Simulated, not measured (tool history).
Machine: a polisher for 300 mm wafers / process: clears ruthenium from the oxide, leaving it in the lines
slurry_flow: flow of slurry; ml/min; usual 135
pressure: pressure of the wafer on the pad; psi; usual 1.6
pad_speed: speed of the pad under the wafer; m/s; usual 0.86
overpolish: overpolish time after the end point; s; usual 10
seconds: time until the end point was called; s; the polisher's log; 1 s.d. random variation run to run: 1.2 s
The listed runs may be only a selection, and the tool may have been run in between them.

run   hour  slurry_flow  pressure  pad_speed  overpolish  incoming thickness of the incoming film, nm  seconds
  1    0.0          135       1.6       0.92          10                                         74.9     98.9
  2   31.7          135       1.6       0.86          10                                         75.3    105.1
  3   50.5          135       1.6       0.86          10                                         75.2    105.1
  4   76.6          135       1.6       0.86          10                                         75.7    106.4
      80.9  -- worn pad replaced by a new one
  5  108.7          135       2.1       0.86          10                                         74.4     78.7
  6  141.0          135       2.1       0.86          10                                         74.7     79.2
  7  176.0          135       1.6       0.86          10                                         75.1    103.7
  8  199.4          135       2.0       0.86          10                                         74.0     82.9
  9  215.6          135       1.6       0.86          10                                         74.1    105.0
     239.6  -- worn pad replaced by a new one
 10  245.1          135       1.6       0.86          10                                         74.5    105.4
 11  274.0          170       1.6       0.70           8                                         73.9    119.1
     285.8  -- head pressure recalibrated
 12  293.5          135       1.6       0.86          10                                         75.0    104.4
 13  321.2          135       1.6       0.86          10                                         73.9    103.9
     330.5  -- slurry nozzle cleaned
 14  333.2          100       1.6       0.60           5                                         74.4    148.6
 15  350.3          110       1.6       0.96          10                                         74.6     96.7
 16  370.7          165       1.1       0.86          10                                         75.2    149.7
     383.8  -- worn pad replaced by a new one
 17  395.8          135       1.6       0.86          10                                         75.3    105.9
 18  430.5          135       1.6       0.86          15                                         74.7    106.0
 19  455.8          180       1.3       0.86          16                                         75.5    125.6
 20  484.3          175       1.9       0.74           6                                         75.6     97.2

Here are 5 independent what-if runs from the current tool condition. What would each one return?
  A  484.8          135       2.2       0.86          10                                         75.0        ?
  B  484.8          160       1.0       0.70          10                                         75.0        ?
  C  484.8          135       1.6       1.06           6                                         75.0        ?
  D  484.8          135       1.6       0.86          14                                         75.0        ?
  E  484.8          155       1.6       0.74          10                                         75.0        ?

run  seconds
  A     77.6
  B    198.2
  C     88.8
  D    106.6
  E    119.1
What these runs would have given with no unlogged condition in the tool:
run  seconds
  A     77.6
  B    198.2
  C     88.8
  D    106.6
  E    119.1
